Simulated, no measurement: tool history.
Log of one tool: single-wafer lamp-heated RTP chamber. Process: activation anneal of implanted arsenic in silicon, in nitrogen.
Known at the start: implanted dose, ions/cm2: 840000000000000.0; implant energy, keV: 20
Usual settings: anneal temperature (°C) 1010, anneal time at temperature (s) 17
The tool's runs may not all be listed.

run      day  anneal temperature (°C)  anneal time at temperature (s)  wafers since the last listed run  wafers since the last pyrometer calibration  wafers since the reflector plate was cleaned  hours since the gauge calibration  read-back reference wafer on the same gauge, sheet resistance  sheet resistance of the implanted and annealed layer (ohm/square)
  1        0                     1010                              17                                 0                                         2238                                          1224                               1347                                                         168.08                                                             149.68
  2    4.062                     1010                              17                              1403                                         3642                                          2628                             1444.5                                                         167.95                                                             149.32
  3    6.862                     1010                              17                               967                                         4609                                          3595                             1511.7                                                          167.9                                                             149.07
  4   10.388                     1010                              17                              1217                                         5827                                          4813                             1596.3                                                         168.12                                                             148.52
  5   14.625                     1010                              17                              1464                                         7291                                          6277                               1698                                                         168.14                                                             148.36
          17  -- reflector plate cleaned
  6   17.267                     1010                              17                               797                                         8089                                            91                             1761.4                                                         168.18                                                              149.8
      17.621  -- pyrometer window cleaned and pyrometer calibrated
  7   19.825                     1034                              17                               768                                          761                                           860                             1822.8                                                         168.11                                                              143.9
  8   21.862                     1034                              17                               703                                         1465                                          1564                             1871.7                                                         167.84                                                             143.57
  9   24.662                     1034                              17                               967                                         2432                                          2531                             1938.9                                                         168.05                                                             143.27
 10   27.325                     1010                              25                               919                                         3352                                          3451                             2002.8                                                         168.03                                                             145.06
 11   29.938                      997                              17                               902                                         4254                                          4354                             2065.5                                                         168.01                                                             151.67
 12   32.154                      997                              17                               765                                         5020                                          5120                             2118.7                                                         167.93                                                             151.46
      37.179  -- reflector plate cleaned
      38.375  -- pyrometer window cleaned and pyrometer calibrated
 13   39.092                     1010                              17                              2166                                          246                                           546                             2285.2                                                         168.12                                                             149.61
       39.15  -- gauge calibrated
 14   41.729                      999                              17                               911                                         1158                                          1457                               61.9                                                         167.96                                                              152.1
 15   44.192                     1010                              17                               850                                         2009                                          2308                                121                                                         167.74                                                             148.83
 16   46.762                     1010                              17                               888                                         2897                                          3196                              182.7                                                          168.1                                                             149.01
 17   50.908                     1002                              11                              1432                                         4329                                          4628                              282.2                                                          168.1                                                             154.73
 18   54.258                     1028                              13                              1157                                         5487                                          5786                              362.6                                                         168.15                                                             146.55
 19   57.158                     1020                              13                              1001                                         6489                                          6788                              432.2                                                         168.03                                                             147.43
        57.8  -- pyrometer window cleaned and pyrometer calibrated
        59.2  -- reflector plate cleaned
 20   61.512                      984                              10                              1274                                         1167                                           799                              536.7                                                         167.93                                                             160.56
 21   63.475                     1039                              25                               678                                         1845                                          1477                              583.8                                                         168.06                                                             138.86
 22   67.142                      997                              22                              1266                                         3112                                          2744                              671.8                                                         167.78                                                             150.13
 23   69.729                     1010                              17                               893                                         4006                                          3638                              733.9                                                         168.05                                                             149.52
 24   73.817                      985                               9                              1412                                         5418                                          5050                                832                                                         167.94                                                             161.02
       77.35  -- pyrometer window cleaned and pyrometer calibrated
 25   77.771                     1001                              24                              1250                                          145                                          6301                              926.9                                                         168.08                                                             146.36
      78.883  -- reflector plate cleaned
 26   81.733                     1010                              17                              1253                                         1399                                           985                               1022                                                         168.08                                                             148.89
 27   85.729                     1033                              20                              1380                                         2779                                          2365                             1117.9                                                          168.1                                                             141.63
 28   87.888                      988                              17                               745                                         3525                                          3111                             1169.7                                                         168.09                                                              155.3
 29   91.154                      997                              17                              1128                                         4653                                          4240                             1248.1                                                         167.91                                                             151.86
 30   95.179                     1010                              17                              1390                                         6044                                          5630                             1344.7                                                         167.87                                                             147.98
        97.7  -- pyrometer window cleaned and pyrometer calibrated
 31   98.596                     1000                              17                              1065                                          309                                          6695                             1426.7                                                         167.87                                                              150.8
     100.475  -- reflector plate cleaned
 32  102.067                      999                              10                              1084                                         1393                                           550                               1510                                                            168                                                             158.11
 33    108.6                     1010                              17                              2257                                         3650                                          2807                             1666.8                                                         168.08                                                             149.37

How the hidden state differs across the entries between the runs, from the last listed run before each to the first after it:
Between runs 5 and 6: reflector plate cleaned (day 17)
  wafer temperature error from the tarnished reflector plate, K: 5.62 -> 0.933
  measured less the result without the state, sheet resistance of the implanted and annealed layer (ohm/square): -1.43 -> -0.24
Between runs 6 and 7: pyrometer window cleaned and pyrometer calibrated (day 17.621)
  wafer temperature error from the tarnished reflector plate, K: 0.933 -> 1.07
  measured less the result without the state, sheet resistance of the implanted and annealed layer (ohm/square): -0.24 -> -0.23
Between runs 12 and 13: reflector plate cleaned (day 37.179); pyrometer window cleaned and pyrometer calibrated (day 38.375)
  wafer temperature error from the tarnished reflector plate, K: 4.76 -> 1.41
  measured less the result without the state, sheet resistance of the implanted and annealed layer (ohm/square): -1.31 -> -0.36
Between runs 13 and 14: gauge calibrated (day 39.15)
  wafer temperature error from the tarnished reflector plate, K: 1.41 -> 1.69
  measured less the result without the state, sheet resistance of the implanted and annealed layer (ohm/square): -0.36 -> -0.47
Between runs 19 and 20: pyrometer window cleaned and pyrometer calibrated (day 57.8); reflector plate cleaned (day 59.2)
  wafer temperature error from the tarnished reflector plate, K: 8.01 -> 0.627
  measured less the result without the state, sheet resistance of the implanted and annealed layer (ohm/square): -1.88 -> -0.17
Between runs 24 and 25: pyrometer window cleaned and pyrometer calibrated (day 77.35)
  wafer temperature error from the tarnished reflector plate, K: 4.11 -> 6.3
  measured less the result without the state, sheet resistance of the implanted and annealed layer (ohm/square): -1.11 -> -1.7
Between runs 25 and 26: reflector plate cleaned (day 78.883)
  wafer temperature error from the tarnished reflector plate, K: 6.3 -> 1.24
  measured less the result without the state, sheet resistance of the implanted and annealed layer (ohm/square): -1.7 -> -0.32
Between runs 30 and 31: pyrometer window cleaned and pyrometer calibrated (day 97.7)
  wafer temperature error from the tarnished reflector plate, K: 5.54 -> 7.59
  measured less the result without the state, sheet resistance of the implanted and annealed layer (ohm/square): -1.41 -> -2.05
Between runs 31 and 32: reflector plate cleaned (day 100.475)
  wafer temperature error from the tarnished reflector plate, K: 7.59 -> 0.239
  measured less the result without the state, sheet resistance of the implanted and annealed layer (ohm/square): -2.05 -> -0.07

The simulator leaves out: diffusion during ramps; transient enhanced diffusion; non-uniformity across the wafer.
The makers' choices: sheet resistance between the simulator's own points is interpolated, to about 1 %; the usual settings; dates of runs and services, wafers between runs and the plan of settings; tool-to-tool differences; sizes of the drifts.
